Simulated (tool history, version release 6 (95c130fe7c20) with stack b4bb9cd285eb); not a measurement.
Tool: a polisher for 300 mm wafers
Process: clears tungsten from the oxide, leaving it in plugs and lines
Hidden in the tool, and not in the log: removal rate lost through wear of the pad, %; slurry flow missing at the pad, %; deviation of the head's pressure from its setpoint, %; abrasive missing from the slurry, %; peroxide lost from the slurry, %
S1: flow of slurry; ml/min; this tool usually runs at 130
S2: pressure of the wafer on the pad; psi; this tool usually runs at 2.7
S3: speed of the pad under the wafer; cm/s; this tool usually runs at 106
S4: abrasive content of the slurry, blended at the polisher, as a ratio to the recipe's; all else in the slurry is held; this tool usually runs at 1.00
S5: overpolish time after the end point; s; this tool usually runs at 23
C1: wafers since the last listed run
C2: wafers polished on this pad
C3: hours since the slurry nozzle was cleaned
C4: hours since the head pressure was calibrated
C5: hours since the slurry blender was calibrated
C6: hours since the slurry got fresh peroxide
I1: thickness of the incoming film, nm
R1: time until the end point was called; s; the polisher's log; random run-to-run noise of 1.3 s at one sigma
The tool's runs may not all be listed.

run   hour   S1   S2   S3    S4  S5   C1    C2     C3     C4     C5     C6     I1     R1
  1    0.0  130  2.7  136  1.00  23    0   465  245.7   81.5  109.8  176.5  400.1  105.6
       7.7  -- slurry tank refilled with fresh slurry and peroxide
  2   14.0  130  2.7  136  1.00  23  110   575  259.7   95.5  123.8    6.3  401.5  106.5
  3   43.4  130  2.7  106  1.00  23  248   824  289.1  124.9  153.2   35.7  393.3  127.1
  4   73.5  130  2.7  106  1.00  23  254  1078  319.2  155.0  183.3   65.8  402.9  131.9
  5   87.2  130  2.7  106  1.00  23  115  1194  332.9  168.7  197.0   79.5  398.3  128.0
     102.9  -- worn pad replaced by a new one
  6  113.9  130  3.1  106  1.00  23  192    93  359.6  195.4  223.7  106.2  400.2  114.4
  7  145.5  130  3.1  106  1.00  23  267   360  391.2  227.0  255.3  137.8  401.0  115.3
     162.9  -- slurry tank refilled with fresh slurry and peroxide
  8  179.1  130  3.1  106  1.00  23  275   636  424.8  260.6  288.9   16.2  397.1  114.4
     256.1  -- worn pad replaced by a new one
  9  269.2  130  2.7  106  1.00  23  728   110  514.9  350.7  379.0  106.3  407.7  137.8
 10  297.4  130  2.7  106  1.00  23  238   349  543.1  378.9  407.2  134.5  403.6  138.5
 11  314.0  130  2.7  106  1.15  23  140   490  559.7  395.5  423.8  151.1  397.8  129.0
 12  339.4  130  2.7  106  1.15  23  215   705  585.1  420.9  449.2  176.5  401.5  133.4
     341.3  -- slurry tank refilled with fresh slurry and peroxide
 13  371.6  130  1.9  122  1.00  23  264   969  617.3  453.1  481.4   30.3  400.2  178.2
     392.1  -- worn pad replaced by a new one
 14  392.6   85  2.2   92  1.15  23  143     4  638.3  474.1  502.4   51.3  397.6  206.5
     410.5  -- slurry blender recalibrated
 15  478.5  130  2.7  106  1.00  23  710   714  724.2  560.0   68.0  137.2  393.2  147.1
     483.7  -- slurry tank refilled with fresh slurry and peroxide
 16  496.4  130  2.7  106  1.00  15  143   857  742.1  577.9   85.9   12.7  399.9  145.4
 17  509.7  130  2.7  106  1.00  23  112   970  755.4  591.2   99.2   26.0  405.6  152.5
     527.2  -- worn pad replaced by a new one
     537.2  -- slurry nozzle cleaned
 18  543.1  105  3.5  106  1.25  23  240   126    5.9  624.6  132.6   59.4  395.6  100.5
     547.0  -- head pressure recalibrated
 19  576.5  130  2.7  106  1.00  23  265   392   39.3   29.5  166.0   92.8  393.6  123.5
 20  595.8  130  2.1  106  1.00  23  163   555   58.6   48.8  185.3  112.1  403.5  167.4
 21  631.3   95  2.4   96  0.75  23  300   856   94.1   84.3  220.8  147.6  398.0  187.6
 22  659.2  130  3.5   84  1.00  23  236  1092  122.0  112.2  248.7  175.5  397.3  116.6
     670.6  -- worn pad replaced by a new one
     672.1  -- slurry tank refilled with fresh slurry and peroxide
 23  694.4  130  2.7  106  1.00  14  255   192  157.2  147.4  283.9   22.3  395.5  128.9
 24  725.1  130  2.7  106  1.00  19  259   452  187.9  178.1  314.6   53.0  407.8  135.1

Below are 4 alternative next runs, each starting from the tool's condition after run 24. Predict each:
  A  725.6  130  2.7   82  1.00  23   4  456  188.4  178.6  315.1  53.5  400.5   ?
  B  725.6  130  2.4  106  1.00  23   4  456  188.4  178.6  315.1  53.5  400.5   ?
  C  725.6  100  2.7  106  1.00  11   4  456  188.4  178.6  315.1  53.5  400.5   ?
  D  725.6  130  2.1  106  1.00  14   4  456  188.4  178.6  315.1  53.5  400.5   ?

run     R1
  A  159.5
  B  148.9
  C  139.9
  D  170.1
Take away the tool's hidden state, keep each run's random variation, and the runs would have read:
run     R1
  A  152.7
  B  142.5
  C  133.7
  D  162.9
